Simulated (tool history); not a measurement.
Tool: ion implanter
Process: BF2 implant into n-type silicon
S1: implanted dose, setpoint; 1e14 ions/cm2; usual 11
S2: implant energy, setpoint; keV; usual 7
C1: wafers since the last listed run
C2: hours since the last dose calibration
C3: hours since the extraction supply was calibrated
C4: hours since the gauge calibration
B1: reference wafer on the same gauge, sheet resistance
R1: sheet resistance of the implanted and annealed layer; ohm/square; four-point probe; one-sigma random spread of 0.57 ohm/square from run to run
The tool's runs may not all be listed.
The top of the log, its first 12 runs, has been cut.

| run | day | S1 | S2 | C1 | C2 | C3 | C4 | B1 | R1 |
|---|---|---|---|---|---|---|---|---|---|
| 13 | 30.429 | 11 | 7 | 1105 | 227.8 | 3368.9 | 4165.6 | 304.96 | 282.39 |
| 14 | 34.888 | 8.64 | 7 | 2175 | 334.8 | 3475.9 | 4272.6 | 304.84 | 300.86 |
| 15 | 38.342 | 9.06 | 6 | 1685 | 417.7 | 3558.8 | 4355.5 | 305.02 | 310.24 |
|  | 42.279 | extraction supply calibrated |
| 16 | 42.758 | 8.57 | 6 | 1992 | 523.7 | 11.5 | 4461.5 | 305.14 | 312.28 |
|  | 52.725 | gauge calibrated |
| 17 | 55.029 | 9.57 | 8 | 5986 | 818.2 | 306 | 55.3 | 305.02 | 278.76 |
| 18 | 57.646 | 11 | 7 | 1276 | 881 | 368.8 | 118.1 | 305.01 | 279.42 |
| 19 | 59.992 | 11 | 5.5 | 1144 | 937.3 | 425.1 | 174.4 | 305.03 | 298.6 |
| 20 | 62.117 | 8.08 | 8.5 | 1036 | 988.3 | 476.1 | 225.4 | 304.89 | 286.51 |
| 21 | 66.242 | 11.92 | 9 | 2012 | 1087.3 | 575.1 | 324.4 | 304.97 | 254.8 |
| 22 | 68.425 | 9.23 | 6 | 1065 | 1139.7 | 627.5 | 376.8 | 305.01 | 305.48 |
| 23 | 71.85 | 9.88 | 7 | 1671 | 1221.9 | 709.7 | 459 | 304.84 | 287.58 |

Run 24 is up next; what results do you expect?
| 24 | 75.092 | 9.33 | 8 | 1581 | 1299.7 | 787.5 | 536.8 | ? | ? |

B1: 305.15
R1: 279.91 ohm/square
With the hidden condition absent and the run-to-run variation left alone, this run would have shown R1 280.71 ohm/square.
